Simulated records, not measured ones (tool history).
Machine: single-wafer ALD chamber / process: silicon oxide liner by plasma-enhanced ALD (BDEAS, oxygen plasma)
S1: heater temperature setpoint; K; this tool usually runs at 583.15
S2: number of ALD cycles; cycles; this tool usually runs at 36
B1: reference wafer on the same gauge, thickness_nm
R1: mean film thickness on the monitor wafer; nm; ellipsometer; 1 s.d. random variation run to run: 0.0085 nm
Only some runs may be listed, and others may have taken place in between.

Run 1, hour 0.0: usual settings; B1 3.591. Result: R1 3.445 nm.
Run 2, hour 12.5: usual settings; B1 3.592. Result: R1 3.443 nm.
Run 3, hour 29.1: usual settings; B1 3.594. Result: R1 3.452 nm.
Run 4, hour 42.4: usual settings; B1 3.595. Result: R1 3.465 nm.
Run 5, hour 57.2: usual settings; B1 3.597. Result: R1 3.453 nm.
Run 6, hour 67.7: usual settings; B1 3.596. Result: R1 3.458 nm.
Run 7, hour 75.2: usual settings; B1 3.597. Result: R1 3.459 nm.
Run 8, hour 85.0: usual settings but S2 31 cycles; B1 3.597. Result: R1 2.963 nm.
At hour 94.6: thermocouple changed; heater temperature recalibrated.
Run 9, hour 98.4: usual settings but S2 31 cycles; B1 3.599. Result: R1 2.972 nm.
Run 10, hour 104.9: usual settings; B1 3.598. Result: R1 3.465 nm.
Run 11, hour 116.0: usual settings; B1 3.599. Result: R1 3.458 nm.
At hour 121.6: gauge calibrated.
Run 12, hour 131.3: usual settings; B1 3.557. Result: R1 3.416 nm.
Run 13, hour 137.8: usual settings; B1 3.559. Result: R1 3.414 nm.
Run 14, hour 144.9: usual settings but S1 597.15 K, S2 39 cycles; B1 3.559. Result: R1 3.632 nm.
Run 15, hour 155.6: usual settings but S1 587.15 K; B1 3.566. Result: R1 3.400 nm.
Run 16, hour 170.0: usual settings; B1 3.567. Result: R1 3.420 nm.
Run 17, hour 181.5: usual settings but S1 587.15 K, S2 39 cycles; B1 3.572. Result: R1 3.675 nm.
Run 18, hour 188.2: usual settings but S1 573.15 K; B1 3.573. Result: R1 3.485 nm.
Run 19, hour 230.7: usual settings but S2 39 cycles; B1 3.580. Result: R1 3.729 nm.
Run 20, hour 260.2: usual settings but S1 577.15 K, S2 42 cycles; B1 3.584. Result: R1 4.028 nm.
Run 21, hour 272.0: usual settings but S1 592.15 K, S2 29 cycles; B1 3.586. Result: R1 2.749 nm.
Run 22, hour 281.7: usual settings; B1 3.587. Result: R1 3.441 nm.
Run 23, hour 297.0: usual settings but S1 579.15 K, S2 31 cycles; B1 3.591. Result: R1 2.989 nm.

Forecast each of these 3 alternatives for the next run:
Run A, hour 297.4: usual settings; B1 ?. Result: R1 ?.
Run B, hour 297.4: usual settings but S1 591.15 K, S2 38 cycles; B1 ?. Result: R1 ?.
Run C, hour 297.4: usual settings but S1 569.15 K, S2 38 cycles; B1 ?. Result: R1 ?.

run     B1     R1
  A  3.588  3.452
  B  3.588  3.607
  C  3.588  3.726
The same runs, with their run-to-run variation unchanged, on a tool lacking any hidden condition would have given:
run     R1
  A  3.415
  B  3.568
  C  3.686

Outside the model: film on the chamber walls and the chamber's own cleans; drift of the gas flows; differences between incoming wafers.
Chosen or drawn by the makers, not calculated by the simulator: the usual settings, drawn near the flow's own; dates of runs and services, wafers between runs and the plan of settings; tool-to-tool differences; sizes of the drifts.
